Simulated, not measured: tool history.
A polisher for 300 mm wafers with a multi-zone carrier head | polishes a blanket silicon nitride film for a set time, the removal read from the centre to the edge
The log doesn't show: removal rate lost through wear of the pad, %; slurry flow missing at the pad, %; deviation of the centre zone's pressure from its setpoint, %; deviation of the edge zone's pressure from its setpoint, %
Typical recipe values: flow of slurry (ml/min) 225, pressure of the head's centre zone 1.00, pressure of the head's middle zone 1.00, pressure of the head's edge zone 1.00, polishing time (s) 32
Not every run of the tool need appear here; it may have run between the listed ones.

run	hour	flow of slurry (ml/min)	pressure of the head's centre zone	pressure of the head's middle zone	pressure of the head's edge zone	polishing time (s)	wafers since the last listed run	wafers polished on this pad	hours since the slurry nozzle was cleaned	hours since the centre zone pressure was calibrated	hours since the edge zone pressure was calibrated	hours since the carrier head's membrane was replaced	incoming thickness of the incoming film, nm	film removed at the wafer's centre (Å)	film removed at mid-radius (Å)	film removed at the wafer's edge (Å)
1	0.0	225	1.00	1.00	0.94	32	0	2018	422.7	1098.3	342.2	318.7	907.7	489	473	465
# hour 59.2: slurry nozzle cleaned
2	94.7	225	1.00	1.03	1.00	32	893	2911	35.5	1193.0	436.9	413.4	912.6	477	489	468
# hour 110.1: centre zone pressure recalibrated
3	191.2	225	1.00	1.07	1.05	32	900	3811	132.0	81.1	533.4	509.9	903.8	475	498	491
4	284.3	225	1.00	1.07	1.05	32	887	4699	225.1	174.2	626.5	603.0	918.3	474	510	477
# hour 324.5: worn pad replaced by a new one
5	363.0	225	1.00	1.07	1.00	32	711	367	303.8	252.9	705.2	681.7	886.7	485	502	476
# hour 529.1: carrier head's membrane replaced by a new one
6	649.2	225	1.00	1.07	1.00	32	2680	3047	590.0	539.1	991.4	120.1	914.4	482	510	478
# hour 684.1: slurry nozzle cleaned
7	729.8	225	1.00	1.07	1.00	32	758	3805	45.7	619.7	1072.0	200.7	908.0	471	502	479
8	817.5	285	1.00	0.93	1.00	36	835	4641	133.4	707.4	1159.7	288.4	894.0	555	517	549
# hour 839.6: worn pad replaced by a new one
9	871.8	225	1.00	1.00	1.00	22	479	307	187.7	761.7	1214.0	342.7	911.3	337	320	317
10	1073.7	250	1.00	1.00	0.92	22	1924	2231	389.6	963.6	1415.9	544.6	907.4	330	337	318
11	1146.3	175	0.96	1.00	1.10	23	691	2923	462.2	1036.2	1488.5	617.2	918.5	315	320	346
# hour 1162.2: slurry nozzle cleaned
12	1185.9	225	1.05	1.12	1.00	29	367	3291	23.7	1075.8	1528.1	656.8	904.4	455	468	431
# hour 1190.9: carrier head's membrane replaced by a new one
13	1246.6	270	1.00	1.09	1.00	32	531	3822	84.4	1136.5	1588.8	55.7	892.9	487	521	494
# hour 1249.8: edge zone pressure recalibrated
14	1307.5	225	1.00	1.00	1.05	37	561	4383	145.3	1197.4	57.7	116.6	915.0	556	553	566
15	1387.9	225	1.00	0.93	0.93	39	766	5149	225.7	1277.8	138.1	197.0	890.7	590	540	546
# hour 1464.7: worn pad replaced by a new one
16	1480.3	280	1.00	0.91	1.00	40	842	148	318.1	1370.2	230.5	289.4	897.8	618	562	603
17	1573.8	225	1.00	1.07	1.04	32	891	1039	411.6	1463.7	324.0	382.9	904.4	466	500	478
# hour 1597.5: centre zone pressure recalibrated
18	1621.7	225	1.00	0.91	1.00	32	437	1477	459.5	24.2	371.9	430.8	901.1	472	439	467
# hour 1645.5: slurry nozzle cleaned
19	1660.7	225	1.00	0.91	1.00	32	362	1839	15.2	63.2	410.9	469.8	896.1	466	446	472
20	1706.7	225	1.00	1.00	1.00	32	438	2277	61.2	109.2	456.9	515.8	897.5	473	482	466
21	1796.5	225	1.11	0.90	0.89	43	855	3133	151.0	199.0	546.7	605.6	897.5	712	579	597
22	1840.0	250	1.00	0.89	1.00	32	414	3548	194.5	242.5	590.2	649.1	919.0	481	434	471

What if the next run were any one of these 4? Each begins from the tool's condition after run 22:
A	1840.4	225	1.00	1.00	1.00	32	3	3552	194.9	242.9	590.6	649.5	904.3	?	?	?
B	1840.4	250	1.05	1.09	1.00	32	3	3552	194.9	242.9	590.6	649.5	904.3	?	?	?
C	1840.4	225	1.04	1.00	1.00	32	3	3552	194.9	242.9	590.6	649.5	904.3	?	?	?
D	1840.4	190	1.00	1.00	1.00	28	3	3552	194.9	242.9	590.6	649.5	904.3	?	?	?

run	film removed at the wafer's centre (Å)	film removed at mid-radius (Å)	film removed at the wafer's edge (Å)
A	479	475	468
B	511	517	473
C	498	475	468
D	407	406	402
What these runs would have given with no unlogged condition in the tool:
run	film removed at the wafer's centre (Å)	film removed at mid-radius (Å)	film removed at the wafer's edge (Å)
A	479	475	468
B	511	517	473
C	498	475	468
D	407	406	402
